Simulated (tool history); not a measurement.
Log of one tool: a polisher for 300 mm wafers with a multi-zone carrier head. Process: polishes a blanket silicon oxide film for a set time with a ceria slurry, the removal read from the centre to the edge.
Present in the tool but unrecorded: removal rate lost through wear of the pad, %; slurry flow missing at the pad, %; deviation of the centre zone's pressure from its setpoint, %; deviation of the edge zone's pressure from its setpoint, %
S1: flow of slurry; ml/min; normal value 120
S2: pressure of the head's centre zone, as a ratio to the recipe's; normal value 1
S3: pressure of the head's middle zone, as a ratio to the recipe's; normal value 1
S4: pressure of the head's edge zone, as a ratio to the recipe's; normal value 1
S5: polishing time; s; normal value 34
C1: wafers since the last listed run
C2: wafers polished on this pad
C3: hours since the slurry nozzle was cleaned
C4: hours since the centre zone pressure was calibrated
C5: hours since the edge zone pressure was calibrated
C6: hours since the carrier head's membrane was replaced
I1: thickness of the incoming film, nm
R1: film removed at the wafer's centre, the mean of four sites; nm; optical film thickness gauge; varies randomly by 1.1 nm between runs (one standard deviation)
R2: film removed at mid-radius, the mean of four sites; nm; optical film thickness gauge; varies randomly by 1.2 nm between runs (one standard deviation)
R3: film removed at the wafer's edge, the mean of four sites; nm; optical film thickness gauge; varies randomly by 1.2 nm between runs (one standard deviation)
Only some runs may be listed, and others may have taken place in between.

run	day	S1	S2	S3	S4	S5	C1	C2	C3	C4	C5	C6	I1	R1	R2	R3
1	0	120	1	1	1	34	0	510	490.8	824	68.9	1017.8	1190.4	98.9	99.5	99.8
2	0.542	120	1.1	1	1	41	183	694	503.8	837	81.9	1030.8	1184.9	129.5	117.2	119.8
3	1.95	120	1.1	1	1	41	477	1171	537.6	870.8	115.7	1064.6	1199.6	127.4	115.7	116.2
4	2.775	90	1.05	1	1.11	23	279	1451	557.4	890.6	135.5	1084.4	1219.3	61.8	58.1	63.9
5	3.488	120	1	1	1	34	241	1693	574.5	907.7	152.6	1101.5	1214.4	93.3	94.2	94.8
6	4.425	120	0.91	0.88	1.05	34	317	2011	597	930.2	175.1	1124	1199.4	85.6	83.9	97.5
7	5.354	120	1	1	1	34	315	2326	619.3	952.5	197.4	1146.3	1210.3	93	94	92.9
# day 6.421: centre zone pressure recalibrated
# day 6.683: worn pad replaced by a new one
8	6.704	145	1	1.06	1	34	372	7	651.7	6.8	229.8	1178.7	1201.8	106.4	115.9	109
9	7.617	120	1.07	1	1	34	309	316	673.6	28.7	251.7	1200.6	1198.8	107	102.2	100.9
10	8.812	130	1	0.92	1.1	41	405	722	702.3	57.4	280.4	1229.3	1218.2	119.2	114.5	126.7
# day 10.742: edge zone pressure recalibrated
# day 12.8: slurry nozzle cleaned
11	13.146	120	1	1	1	34	1426	2149	8.3	161.4	57.7	1333.3	1217.1	90.6	93.7	94.7
# day 14.033: carrier head's membrane replaced by a new one
12	14.054	120	1	1.06	1	34	237	2386	30.1	183.2	79.5	0.5	1194	91.5	97.2	93.7
# day 15.088: worn pad replaced by a new one
13	15.108	120	1	1	1	23	300	6	55.4	208.5	104.8	25.8	1212.6	68.5	71	71.9
14	16.292	120	1	1	0.95	34	401	408	83.8	236.9	133.2	54.2	1223.2	96.7	100.6	98
15	17.179	85	1	1.05	1	41	300	709	105.1	258.2	154.5	75.5	1203.7	100.4	110.5	110.9
16	17.85	120	0.96	1.09	0.93	43	227	936	121.2	274.3	170.6	91.6	1199.7	113	128.5	117.8
17	20.438	145	0.91	1.06	1	31	877	1813	183.3	336.4	232.7	153.7	1224.8	78.8	92.7	91.1
18	21.112	95	0.94	0.93	1	26	228	2042	199.5	352.6	248.9	169.9	1221.5	60.7	63.6	67.8
19	22.058	120	1.1	1	1	41	320	2363	222.2	375.3	271.6	192.6	1192.3	122.9	108.9	115
# day 23.046: worn pad replaced by a new one
20	23.512	120	1	1	1	34	436	158	257.1	410.2	306.5	227.5	1207.4	101.8	101.1	102.5
21	24.317	120	1	1.09	1	30	272	430	276.4	429.5	325.8	246.8	1206.1	86.7	96	88.9
22	24.962	120	1.08	1	1.05	43	218	649	291.9	445	341.3	262.3	1212.9	133.5	124.8	128.3
# day 25.088: edge zone pressure recalibrated
23	25.742	120	1	1	1	28	235	885	310.6	463.7	15.7	281	1209.4	78.7	78.5	81.9

Give the tool's hidden conditions for every run:
slurry flow missing at the pad, %: 0, the same for each run
deviation of the edge zone's pressure from its setpoint, %: 0, the same for each run
H1: removal rate lost through wear of the pad, %
H2: deviation of the centre zone's pressure from its setpoint, %
run	H1	H2
1	6.21	2.91
2	7.49	3.02
3	9.87	3.31
4	10.8	3.49
5	11.4	3.64
6	12	3.85
7	12.5	4.07
8	0.395	-0.294
9	3.78	-0.29
10	6.87	-0.278
11	11.5	-0.163
12	11.9	-0.124
13	1.08	-0.0742
14	5.29	-0.0101
15	7.48	0.0434
16	8.74	0.0868
17	11.6	0.279
18	12	0.336
19	12.4	0.419
20	2.61	0.558
21	5.21	0.641
22	6.84	0.709
23	8.36	0.795
